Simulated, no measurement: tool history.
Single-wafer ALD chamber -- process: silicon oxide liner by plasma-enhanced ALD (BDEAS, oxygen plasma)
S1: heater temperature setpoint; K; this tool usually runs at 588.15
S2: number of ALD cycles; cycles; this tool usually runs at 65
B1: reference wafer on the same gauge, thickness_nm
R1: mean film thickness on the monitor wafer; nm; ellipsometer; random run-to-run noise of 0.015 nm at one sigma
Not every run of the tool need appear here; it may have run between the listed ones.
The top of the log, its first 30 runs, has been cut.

{"hour": 761.1, "done": "gauge calibrated"}
{"run": 31, "hour": 763.6, "S1": 599.15, "S2": 54, "B1": 6.125, "R1": 5.011}
{"run": 32, "hour": 785.4, "S1": 579.15, "S2": 53, "B1": 6.123, "R1": 5.019}
{"run": 33, "hour": 811.8, "S1": 597.15, "S2": 61, "B1": 6.121, "R1": 5.672}
{"run": 34, "hour": 843.9, "S1": 573.15, "S2": 71, "B1": 6.12, "R1": 6.832}
{"run": 35, "hour": 863.7, "S1": 588.15, "S2": 65, "B1": 6.116, "R1": 6.093}
{"run": 36, "hour": 878.0, "S1": 588.15, "S2": 65, "B1": 6.125, "R1": 6.147}
{"run": 37, "hour": 892.2, "S1": 588.15, "S2": 65, "B1": 6.118, "R1": 6.136}
{"run": 38, "hour": 911.9, "S1": 588.15, "S2": 53, "B1": 6.128, "R1": 4.989}
{"run": 39, "hour": 927.2, "S1": 588.15, "S2": 65, "B1": 6.112, "R1": 6.123}
{"run": 40, "hour": 950.2, "S1": 598.15, "S2": 55, "B1": 6.123, "R1": 5.11}
{"run": 41, "hour": 971.6, "S1": 580.15, "S2": 56, "B1": 6.113, "R1": 5.314}
{"run": 42, "hour": 995.9, "S1": 581.15, "S2": 54, "B1": 6.122, "R1": 5.139}

Here are 5 independent what-if runs from the current tool condition. What would each one return?
{"run": "A", "hour": 996.4, "S1": 588.15, "S2": 65, "B1": "?", "R1": "?"}
{"run": "B", "hour": 996.4, "S1": 575.15, "S2": 56, "B1": "?", "R1": "?"}
{"run": "C", "hour": 996.4, "S1": 583.15, "S2": 76, "B1": "?", "R1": "?"}
{"run": "D", "hour": 996.4, "S1": 576.15, "S2": 55, "B1": "?", "R1": "?"}
{"run": "E", "hour": 996.4, "S1": 582.15, "S2": 58, "B1": "?", "R1": "?"}

run=A B1=6.114 R1=6.1
run=B B1=6.114 R1=5.341
run=C B1=6.114 R1=7.177
run=D B1=6.114 R1=5.239
run=E B1=6.114 R1=5.484
Take away the tool's hidden state, keep each run's random variation, and the runs would have read:
run=A R1=6.1
run=B R1=5.341
run=C R1=7.177
run=D R1=5.239
run=E R1=5.484
